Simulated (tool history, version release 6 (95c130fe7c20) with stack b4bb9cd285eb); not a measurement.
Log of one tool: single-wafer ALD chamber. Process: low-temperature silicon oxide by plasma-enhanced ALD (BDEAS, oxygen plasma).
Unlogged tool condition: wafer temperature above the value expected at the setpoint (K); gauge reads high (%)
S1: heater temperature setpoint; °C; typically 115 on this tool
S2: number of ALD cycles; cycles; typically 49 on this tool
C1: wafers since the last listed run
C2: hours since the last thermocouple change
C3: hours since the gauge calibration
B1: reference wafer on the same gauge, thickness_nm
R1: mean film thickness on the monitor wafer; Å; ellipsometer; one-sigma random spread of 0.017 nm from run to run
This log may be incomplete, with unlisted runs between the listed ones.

{"run": 1, "hour": 0.0, "S1": 122, "S2": 45, "C1": 0, "C2": 2677.6, "C3": 580.0, "B1": 7.936, "R1": 63.06}
{"run": 2, "hour": 101.3, "S1": 122, "S2": 45, "C1": 767, "C2": 2778.9, "C3": 681.3, "B1": 7.932, "R1": 63.19}
{"run": 3, "hour": 177.0, "S1": 122, "S2": 45, "C1": 573, "C2": 2854.6, "C3": 757.0, "B1": 7.938, "R1": 63.19}
{"run": 4, "hour": 264.6, "S1": 112, "S2": 46, "C1": 663, "C2": 2942.2, "C3": 844.6, "B1": 7.938, "R1": 65.5}
{"run": 5, "hour": 369.8, "S1": 112, "S2": 46, "C1": 797, "C2": 3047.4, "C3": 949.8, "B1": 7.941, "R1": 65.71}
{"run": 6, "hour": 422.6, "S1": 112, "S2": 46, "C1": 400, "C2": 3100.2, "C3": 1002.6, "B1": 7.938, "R1": 65.48}
{"run": 7, "hour": 466.4, "S1": 103, "S2": 49, "C1": 331, "C2": 3144.0, "C3": 1046.4, "B1": 7.938, "R1": 71.04}
{"run": 8, "hour": 513.7, "S1": 103, "S2": 49, "C1": 358, "C2": 3191.3, "C3": 1093.7, "B1": 7.947, "R1": 71.39}
{"hour": 588.6, "done": "thermocouple changed; heater temperature recalibrated"}
{"run": 9, "hour": 589.1, "S1": 129, "S2": 42, "C1": 510, "C2": 0.5, "C3": 1169.1, "B1": 7.942, "R1": 58.3}
{"run": 10, "hour": 645.3, "S1": 115, "S2": 49, "C1": 425, "C2": 56.7, "C3": 1225.3, "B1": 7.947, "R1": 69.75}
{"run": 11, "hour": 710.5, "S1": 103, "S2": 57, "C1": 493, "C2": 121.9, "C3": 1290.5, "B1": 7.94, "R1": 82.67}
{"hour": 728.3, "done": "gauge calibrated"}
{"run": 12, "hour": 780.0, "S1": 106, "S2": 44, "C1": 526, "C2": 191.4, "C3": 51.7, "B1": 7.938, "R1": 63.34}
{"run": 13, "hour": 867.1, "S1": 107, "S2": 41, "C1": 659, "C2": 278.5, "C3": 138.8, "B1": 7.939, "R1": 58.99}
{"run": 14, "hour": 918.5, "S1": 102, "S2": 42, "C1": 389, "C2": 329.9, "C3": 190.2, "B1": 7.939, "R1": 61.13}
{"run": 15, "hour": 1100.6, "S1": 115, "S2": 49, "C1": 1379, "C2": 512.0, "C3": 372.3, "B1": 7.944, "R1": 69.5}
{"run": 16, "hour": 1161.0, "S1": 115, "S2": 49, "C1": 457, "C2": 572.4, "C3": 432.7, "B1": 7.941, "R1": 69.84}

Below are 4 alternative next runs, each starting from the tool's condition after run 16. Predict each:
{"run": "A", "hour": 1161.5, "S1": 115, "S2": 49, "C1": 3, "C2": 572.9, "C3": 433.2, "B1": "?", "R1": "?"}
{"run": "B", "hour": 1161.5, "S1": 100, "S2": 43, "C1": 3, "C2": 572.9, "C3": 433.2, "B1": "?", "R1": "?"}
{"run": "C", "hour": 1161.5, "S1": 115, "S2": 53, "C1": 3, "C2": 572.9, "C3": 433.2, "B1": "?", "R1": "?"}
{"run": "D", "hour": 1161.5, "S1": 105, "S2": 42, "C1": 3, "C2": 572.9, "C3": 433.2, "B1": "?", "R1": "?"}

run=A B1=7.940 R1=69.47
run=B B1=7.940 R1=62.45
run=C B1=7.940 R1=75.14
run=D B1=7.940 R1=60.52
With no hidden state in the tool, these same runs would have given:
run=A R1=69.47
run=B R1=62.45
run=C R1=75.14
run=D R1=60.52
